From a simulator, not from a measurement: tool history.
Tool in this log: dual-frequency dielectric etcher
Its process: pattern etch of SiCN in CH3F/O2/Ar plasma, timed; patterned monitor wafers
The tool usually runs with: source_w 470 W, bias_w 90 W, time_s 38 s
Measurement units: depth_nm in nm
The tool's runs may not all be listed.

run,day,source_w,bias_w,time_s,wafers since the last listed run,hours since the last wet clean,hours since the last source power generator calibration,hours since the last bias power generator calibration,hours since the last upper electrode change,hours since the gauge calibration,"read-back reference wafer on the same gauge, depth_nm",depth_nm
1,0,470,90,38,0,149.4,3187.5,1897.3,3344.5,570.4,14.23,16.01
2,2.104,470,90,38,731,199.9,3238,1947.8,3395,620.9,14.23,15.87
3,4.308,470,90,38,766,252.8,3290.9,2000.7,3447.9,673.8,14.21,15.96
4,7.021,470,90,38,943,317.9,3356,2065.8,3513,738.9,14.21,15.98
5,9.942,470,90,38,1015,388,3426.1,2135.9,3583.1,809,14.2,15.95
# day 12.488: wet clean of the chamber
6,12.508,470,90,38,544,0.5,3487.7,2197.5,3644.7,870.6,14.19,15.87
7,14.75,470,90,38,779,54.3,3541.5,2251.3,3698.5,924.4,14.19,15.89
8,17.446,470,90,38,937,119,3606.2,2316,3763.2,989.1,14.18,15.92
# day 18.567: gauge calibrated
9,20.404,470,90,38,1028,190,3677.2,2387,3834.2,44.1,14.29,16.03
10,22.021,470,90,38,562,228.8,3716,2425.8,3873,82.9,14.28,15.97
# day 24.225: source power generator calibrated
# day 24.438: upper electrode replaced
11,24.917,470,90,38,874,298.3,16.6,2495.3,11.5,152.4,14.29,15.95
12,26.167,560,90,38,434,328.3,46.6,2525.3,41.5,182.4,14.27,16.99
# day 26.9: bias power generator calibrated
13,27.671,560,104,41,465,364.4,82.7,18.5,77.6,218.5,14.27,19
14,29.604,470,90,33,672,410.8,129.1,64.9,124,264.9,14.26,13.84
15,31.967,470,101,38,821,467.5,185.8,121.6,180.7,321.6,14.26,16.44
# day 33.75: wet clean of the chamber
16,34.154,470,80,46.5,412,9.7,238.3,174.1,233.2,374.1,14.26,19.11
17,35.904,470,90,49,608,51.7,280.3,216.1,275.2,416.1,14.24,20.59
18,37.871,530,78,38,683,98.9,327.5,263.3,322.4,463.3,14.24,16.11
19,40.317,470,90,38,850,157.6,386.2,322,381.1,522,14.23,15.97
20,42.104,370,97,38,621,200.5,429.1,364.9,424,564.9,14.23,15.02
21,44.892,580,90,45.5,969,267.4,496,431.8,490.9,631.8,14.21,20.5
22,46.858,580,90,45.5,683,314.6,543.2,479,538.1,679,14.22,20.54
23,48.842,580,78,42,689,362.2,590.8,526.6,585.7,726.6,14.21,18.25

How the hidden state differs across the entries between the runs, from the last listed run before each to the first after it:
Runs 5 to 6: wet clean of the chamber (day 12.488)
  gauge reads high (%): -0.673 -> -0.723
  measured value less the no-hidden-state value, depth_nm: -0.11 -> -0.11 nm
Runs 8 to 9: gauge calibrated (day 18.567)
  gauge reads high (%): -0.818 -> -0.0698
  measured value less the no-hidden-state value, depth_nm: -0.13 -> -0.01 nm
Runs 10 to 11: source power generator calibrated (day 24.225); upper electrode replaced (day 24.438)
  gauge reads high (%): -0.101 -> -0.157
  measured value less the no-hidden-state value, depth_nm: -0.02 -> -0.02 nm
Runs 12 to 13: bias power generator calibrated (day 26.9)
  gauge reads high (%): -0.181 -> -0.211
  measured value less the no-hidden-state value, depth_nm: -0.03 -> -0.04 nm
Runs 15 to 16: wet clean of the chamber (day 33.75)
  gauge reads high (%): -0.294 -> -0.336
  measured value less the no-hidden-state value, depth_nm: -0.05 -> -0.06 nm
